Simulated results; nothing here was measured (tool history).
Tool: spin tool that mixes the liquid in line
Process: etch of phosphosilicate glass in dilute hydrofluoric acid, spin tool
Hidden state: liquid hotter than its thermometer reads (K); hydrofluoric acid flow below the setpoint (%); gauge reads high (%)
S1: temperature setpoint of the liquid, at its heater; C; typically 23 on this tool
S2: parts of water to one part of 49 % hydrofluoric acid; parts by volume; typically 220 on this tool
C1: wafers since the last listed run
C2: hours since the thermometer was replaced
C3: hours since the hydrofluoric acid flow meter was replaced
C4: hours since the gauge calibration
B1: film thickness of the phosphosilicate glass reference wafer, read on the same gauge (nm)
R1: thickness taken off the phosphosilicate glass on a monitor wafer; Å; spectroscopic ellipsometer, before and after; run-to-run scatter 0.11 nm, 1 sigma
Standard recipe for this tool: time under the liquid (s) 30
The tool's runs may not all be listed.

{"run": 1, "hour": 0.0, "S1": 23, "S2": 220, "time under the liquid (s)": 30, "C1": 0, "C2": 86.7, "C3": 507.8, "C4": 1759.2, "B1": 30.0, "R1": 165.0}
{"run": 2, "hour": 33.3, "S1": 23, "S2": 220, "time under the liquid (s)": 30, "C1": 305, "C2": 120.0, "C3": 541.1, "C4": 1792.5, "B1": 30.01, "R1": 167.8}
{"run": 3, "hour": 91.5, "S1": 23, "S2": 220, "time under the liquid (s)": 30, "C1": 534, "C2": 178.2, "C3": 599.3, "C4": 1850.7, "B1": 30.03, "R1": 166.8}
{"run": 4, "hour": 118.6, "S1": 23, "S2": 255, "time under the liquid (s)": 20, "C1": 248, "C2": 205.3, "C3": 626.4, "C4": 1877.8, "B1": 29.99, "R1": 93.6}
{"run": 5, "hour": 146.5, "S1": 23, "S2": 255, "time under the liquid (s)": 20, "C1": 255, "C2": 233.2, "C3": 654.3, "C4": 1905.7, "B1": 30.0, "R1": 92.4}
{"run": 6, "hour": 186.2, "S1": 27, "S2": 220, "time under the liquid (s)": 30, "C1": 364, "C2": 272.9, "C3": 694.0, "C4": 1945.4, "B1": 30.02, "R1": 193.4}
{"run": 7, "hour": 249.5, "S1": 27, "S2": 220, "time under the liquid (s)": 30, "C1": 580, "C2": 336.2, "C3": 757.3, "C4": 2008.7, "B1": 29.99, "R1": 197.4}
{"run": 8, "hour": 314.8, "S1": 23, "S2": 220, "time under the liquid (s)": 30, "C1": 599, "C2": 401.5, "C3": 822.6, "C4": 2074.0, "B1": 29.99, "R1": 168.4}
{"run": 9, "hour": 499.1, "S1": 23, "S2": 220, "time under the liquid (s)": 30, "C1": 1691, "C2": 585.8, "C3": 1006.9, "C4": 2258.3, "B1": 29.98, "R1": 172.7}
{"hour": 544.0, "done": "thermometer replaced"}
{"run": 10, "hour": 619.2, "S1": 23, "S2": 220, "time under the liquid (s)": 30, "C1": 1092, "C2": 75.2, "C3": 1127.0, "C4": 2378.4, "B1": 29.99, "R1": 164.0}
{"run": 11, "hour": 643.8, "S1": 23, "S2": 220, "time under the liquid (s)": 30, "C1": 225, "C2": 99.8, "C3": 1151.6, "C4": 2403.0, "B1": 30.01, "R1": 167.1}
{"run": 12, "hour": 678.1, "S1": 23, "S2": 220, "time under the liquid (s)": 30, "C1": 314, "C2": 134.1, "C3": 1185.9, "C4": 2437.3, "B1": 29.99, "R1": 164.8}
{"hour": 707.6, "done": "hydrofluoric acid flow meter replaced"}
{"run": 13, "hour": 738.7, "S1": 23, "S2": 220, "time under the liquid (s)": 30, "C1": 546, "C2": 194.7, "C3": 31.1, "C4": 2497.9, "B1": 30.0, "R1": 167.6}
{"run": 14, "hour": 794.8, "S1": 23, "S2": 220, "time under the liquid (s)": 30, "C1": 514, "C2": 250.8, "C3": 87.2, "C4": 2554.0, "B1": 30.0, "R1": 170.2}
{"run": 15, "hour": 841.2, "S1": 23, "S2": 175, "time under the liquid (s)": 35, "C1": 425, "C2": 297.2, "C3": 133.6, "C4": 2600.4, "B1": 29.99, "R1": 258.6}
{"run": 16, "hour": 881.1, "S1": 23, "S2": 220, "time under the liquid (s)": 30, "C1": 366, "C2": 337.1, "C3": 173.5, "C4": 2640.3, "B1": 30.01, "R1": 167.4}
{"run": 17, "hour": 951.3, "S1": 23, "S2": 220, "time under the liquid (s)": 30, "C1": 644, "C2": 407.3, "C3": 243.7, "C4": 2710.5, "B1": 30.0, "R1": 168.7}
{"run": 18, "hour": 976.4, "S1": 23, "S2": 220, "time under the liquid (s)": 45, "C1": 230, "C2": 432.4, "C3": 268.8, "C4": 2735.6, "B1": 29.99, "R1": 254.4}

Run 19 has not been measured yet. What should we expect?
{"run": 19, "hour": 1036.6, "S1": 23, "S2": 220, "time under the liquid (s)": 30, "C1": 552, "C2": 492.6, "C3": 329.0, "C4": 2795.8, "B1": "?", "R1": "?"}

B1: 30.01
R1: 170.7 Å
If the tool had no hidden condition, the same run with the same run-to-run variation would have returned R1 164.3 Å.
